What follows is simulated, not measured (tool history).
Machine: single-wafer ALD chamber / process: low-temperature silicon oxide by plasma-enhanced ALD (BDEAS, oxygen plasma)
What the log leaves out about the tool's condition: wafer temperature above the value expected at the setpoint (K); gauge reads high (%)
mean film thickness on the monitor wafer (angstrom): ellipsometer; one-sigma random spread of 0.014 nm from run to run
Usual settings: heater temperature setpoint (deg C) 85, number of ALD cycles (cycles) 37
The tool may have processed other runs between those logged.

run,hour,heater temperature setpoint (deg C),number of ALD cycles (cycles),wafers since the last listed run,hours since the last thermocouple change,hours since the gauge calibration,"read-back reference wafer on the same gauge, thickness_nm",mean film thickness on the monitor wafer (angstrom)
1,0.0,85,37,0,2514.5,199.1,5.882,55.47
2,21.5,85,37,227,2536.0,220.6,5.879,55.59
3,34.3,85,37,135,2548.8,233.4,5.869,55.47
# hour 46.5: gauge calibrated
4,48.0,85,37,145,2562.5,1.5,5.929,55.72
5,76.9,85,37,306,2591.4,30.4,5.924,55.55
6,106.7,85,37,315,2621.2,60.2,5.924,55.85
# hour 147.0: thermocouple changed; heater temperature recalibrated
7,147.5,77,31,347,0.5,101.0,5.919,47.87
8,167.0,95,37,206,20.0,120.5,5.911,53.72
9,193.0,74,44,275,46.0,146.5,5.908,68.91
10,211.7,85,37,198,64.7,165.2,5.900,55.37
# hour 239.6: gauge calibrated
11,247.1,85,37,375,100.1,7.5,5.934,56.18
12,275.7,75,37,302,128.7,36.1,5.932,58.18
13,296.4,85,39,219,149.4,56.8,5.929,58.76
14,331.8,90,35,375,184.8,92.2,5.927,51.67

What if the next run were any one of these 5? Each begins from the tool's condition after run 14:
A,332.3,91,37,5,185.3,92.7,?,?
B,332.3,80,35,5,185.3,92.7,?,?
C,332.3,85,40,5,185.3,92.7,?,?
D,332.3,91,32,5,185.3,92.7,?,?
E,332.3,71,33,5,185.3,92.7,?,?

run,"read-back reference wafer on the same gauge, thickness_nm",mean film thickness on the monitor wafer (angstrom)
A,5.923,54.76
B,5.923,53.98
C,5.923,60.56
D,5.923,47.36
E,5.923,52.58
What these runs would have given with no unlogged condition in the tool:
run,mean film thickness on the monitor wafer (angstrom)
A,54.81
B,54.03
C,60.61
D,47.40
E,52.62
